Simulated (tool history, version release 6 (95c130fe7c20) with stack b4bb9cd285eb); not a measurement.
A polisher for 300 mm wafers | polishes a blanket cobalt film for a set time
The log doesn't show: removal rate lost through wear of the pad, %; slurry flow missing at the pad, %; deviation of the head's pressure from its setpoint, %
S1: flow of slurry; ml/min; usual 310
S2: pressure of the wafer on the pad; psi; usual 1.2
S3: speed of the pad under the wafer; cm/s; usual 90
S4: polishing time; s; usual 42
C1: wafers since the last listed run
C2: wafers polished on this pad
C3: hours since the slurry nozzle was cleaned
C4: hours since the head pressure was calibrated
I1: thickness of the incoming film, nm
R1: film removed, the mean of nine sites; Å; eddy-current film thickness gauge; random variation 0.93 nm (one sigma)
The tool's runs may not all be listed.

run 1 hour=0 | S1=395 S2=1 S3=90 S4=42 | C1=0 C2=2133 C3=246.5 C4=195.3 | I1=746.9 | R1=859
run 2 hour=124.9 | S1=310 S2=1.2 S3=90 S4=42 | C1=1428 C2=3561 C3=371.4 C4=320.2 | I1=743.5 | R1=944
run 3 hour=150.3 | S1=310 S2=1.2 S3=90 S4=42 | C1=290 C2=3852 C3=396.8 C4=345.6 | I1=732.8 | R1=958
-- hour=187.3 worn pad replaced by a new one
run 4 hour=212.4 | S1=310 S2=1.2 S3=90 S4=42 | C1=664 C2=287 C3=458.9 C4=407.7 | I1=747.6 | R1=949
run 5 hour=278.7 | S1=250 S2=1.2 S3=90 S4=42 | C1=758 C2=1045 C3=525.2 C4=474 | I1=750.1 | R1=927
run 6 hour=314.1 | S1=250 S2=1.2 S3=90 S4=42 | C1=404 C2=1450 C3=560.6 C4=509.4 | I1=730.1 | R1=932
run 7 hour=357.7 | S1=250 S2=1.2 S3=90 S4=42 | C1=498 C2=1949 C3=604.2 C4=553 | I1=741.3 | R1=914
run 8 hour=429.4 | S1=310 S2=1.3 S3=90 S4=39 | C1=820 C2=2769 C3=675.9 C4=624.7 | I1=744.5 | R1=919
-- hour=494.4 slurry nozzle cleaned
run 9 hour=497.6 | S1=310 S2=1.3 S3=90 S4=39 | C1=768 C2=3538 C3=3.2 C4=692.9 | I1=749.3 | R1=918
-- hour=507.3 worn pad replaced by a new one
run 10 hour=529.3 | S1=310 S2=1.3 S3=90 S4=39 | C1=316 C2=251 C3=34.9 C4=724.6 | I1=744 | R1=923
run 11 hour=576.8 | S1=310 S2=1 S3=90 S4=42 | C1=543 C2=794 C3=82.4 C4=772.1 | I1=739.1 | R1=831
run 12 hour=647.9 | S1=310 S2=1 S3=90 S4=42 | C1=813 C2=1608 C3=153.5 C4=843.2 | I1=739.2 | R1=837
run 13 hour=686.1 | S1=310 S2=1 S3=90 S4=42 | C1=436 C2=2045 C3=191.7 C4=881.4 | I1=739.6 | R1=828
run 14 hour=730.7 | S1=310 S2=1.2 S3=90 S4=42 | C1=510 C2=2555 C3=236.3 C4=926 | I1=746.3 | R1=912
run 15 hour=791.9 | S1=310 S2=1.2 S3=90 S4=42 | C1=700 C2=3255 C3=297.5 C4=987.2 | I1=733.3 | R1=915
run 16 hour=859.9 | S1=310 S2=1.2 S3=90 S4=42 | C1=777 C2=4033 C3=365.5 C4=1055.2 | I1=723.9 | R1=906
-- hour=867.5 worn pad replaced by a new one
run 17 hour=925.3 | S1=310 S2=1.2 S3=80 S4=49 | C1=702 C2=661 C3=430.9 C4=1120.6 | I1=730.8 | R1=958
run 18 hour=974.3 | S1=310 S2=1.2 S3=90 S4=42 | C1=560 C2=1221 C3=479.9 C4=1169.6 | I1=743.6 | R1=897
run 19 hour=1034.3 | S1=310 S2=1.2 S3=90 S4=42 | C1=686 C2=1908 C3=539.9 C4=1229.6 | I1=734.4 | R1=905
run 20 hour=1113.3 | S1=310 S2=1 S3=80 S4=42 | C1=903 C2=2811 C3=618.9 C4=1308.6 | I1=755.6 | R1=692
run 21 hour=1165.1 | S1=310 S2=1.2 S3=90 S4=37 | C1=592 C2=3404 C3=670.7 C4=1360.4 | I1=730.8 | R1=783
-- hour=1166.1 slurry nozzle cleaned
-- hour=1211.4 head pressure recalibrated
-- hour=1218.2 worn pad replaced by a new one
run 22 hour=1219.3 | S1=310 S2=1.2 S3=90 S4=34 | C1=539 C2=12 C3=53.2 C4=7.9 | I1=733.7 | R1=764
run 23 hour=1261.4 | S1=310 S2=1.2 S3=90 S4=42 | C1=481 C2=494 C3=95.3 C4=50 | I1=731.6 | R1=929
run 24 hour=1318.8 | S1=370 S2=0.9 S3=106 S4=51 | C1=656 C2=1150 C3=152.7 C4=107.4 | I1=750.3 | R1=1121
run 25 hour=1365.1 | S1=240 S2=1.2 S3=60 S4=30 | C1=529 C2=1680 C3=199 C4=153.7 | I1=728.3 | R1=437
run 26 hour=1394.3 | S1=210 S2=1.2 S3=72 S4=42 | C1=334 C2=2014 C3=228.2 C4=182.9 | I1=734 | R1=720
run 27 hour=1422.3 | S1=365 S2=0.9 S3=110 S4=42 | C1=320 C2=2334 C3=256.2 C4=210.9 | I1=731.6 | R1=958
run 28 hour=1472.5 | S1=400 S2=1.2 S3=68 S4=42 | C1=574 C2=2909 C3=306.4 C4=261.1 | I1=737.6 | R1=727
-- hour=1506.2 worn pad replaced by a new one
run 29 hour=1507.4 | S1=210 S2=0.9 S3=106 S4=52 | C1=353 C2=13 C3=341.3 C4=296 | I1=725 | R1=1106
run 30 hour=1565.2 | S1=400 S2=1.6 S3=90 S4=42 | C1=661 C2=674 C3=399.1 C4=353.8 | I1=731.9 | R1=1189
run 31 hour=1632.2 | S1=310 S2=1.2 S3=90 S4=56 | C1=766 C2=1441 C3=466.1 C4=420.8 | I1=742.6 | R1=1260
run 32 hour=1682.5 | S1=365 S2=1.2 S3=120 S4=36 | C1=575 C2=2016 C3=516.4 C4=471.1 | I1=735.2 | R1=1068

Forecast each of these 3 alternatives for the next run:
run A hour=1682.9 | S1=400 S2=1.2 S3=90 S4=42 | C1=4 C2=2021 C3=516.8 C4=471.5 | I1=748.8 | R1=?
run B hour=1682.9 | S1=310 S2=1.4 S3=66 S4=42 | C1=4 C2=2021 C3=516.8 C4=471.5 | I1=748.8 | R1=?
run C hour=1682.9 | S1=250 S2=1.4 S3=110 S4=47 | C1=4 C2=2021 C3=516.8 C4=471.5 | I1=748.8 | R1=?

run=A R1=959
run=B R1=770
run=C R1=1406
Without the tool's hidden state the same runs would have given:
run=A R1=971
run=B R1=780
run=C R1=1424

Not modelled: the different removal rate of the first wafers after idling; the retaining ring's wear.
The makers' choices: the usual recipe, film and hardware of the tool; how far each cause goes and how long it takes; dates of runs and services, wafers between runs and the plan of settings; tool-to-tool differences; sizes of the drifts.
